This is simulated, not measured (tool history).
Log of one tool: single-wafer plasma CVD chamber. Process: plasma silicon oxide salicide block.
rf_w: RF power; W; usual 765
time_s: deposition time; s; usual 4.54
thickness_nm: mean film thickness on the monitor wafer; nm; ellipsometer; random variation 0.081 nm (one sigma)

run   hour  rf_w  time_s  read-back reference wafer on the same gauge, thickness_nm  thickness_nm
  1    0.0   660    4.54                                                     59.921        48.722
  2   39.7   660    4.54                                                     59.931        48.611
  3  186.5   835    4.76                                                     59.922        53.844
  4  256.8   765    4.97                                                     59.911        54.996
  5  324.1   830    4.54                                                     59.904        51.313
  6  362.6   830    4.54                                                     59.872        51.309
  7  389.1   715    3.99                                                     59.891        43.439
  8  420.2   715    3.99                                                     59.896        43.322
     436.9  -- showerhead replaced
  9  456.7   765    3.85                                                     59.906        42.509
 10  504.7   835    4.76                                                     59.913        53.709
     509.4  -- gauge calibrated
 11  554.3   765    3.76                                                     59.887        41.489
 12  579.3   630    3.66                                                     59.890        38.399
 13  636.6   660    4.54                                                     59.919        48.039
 14  690.0   700    4.24                                                     59.938        45.704
     745.4  -- RF generator calibrated
 15  882.8   615    4.79                                                     59.886        51.223
 16  943.3   655    5.09                                                     59.891        55.274
 17  978.1   825    5.07                                                     59.856        58.234

Some steps in thickness_nm between neighbouring runs. How much of each would the tool show without its hidden state too (settings, what came in, random variation), and how much is left for the hidden state, with any gauge scatter that isn't in both results?
The hidden state here: delivered RF power above the setpoint (%); gauge reads high (%).
Run 10 -> 11: rf_w 835 -> 765, time_s 4.76 -> 3.76, gauge calibrated. thickness_nm -12.220 nm: hidden state +0.251, all else -12.471.
Run 14 -> 15: rf_w 700 -> 615, time_s 4.24 -> 4.79, RF generator calibrated. thickness_nm +5.519 nm: hidden state +1.216, all else +4.303.

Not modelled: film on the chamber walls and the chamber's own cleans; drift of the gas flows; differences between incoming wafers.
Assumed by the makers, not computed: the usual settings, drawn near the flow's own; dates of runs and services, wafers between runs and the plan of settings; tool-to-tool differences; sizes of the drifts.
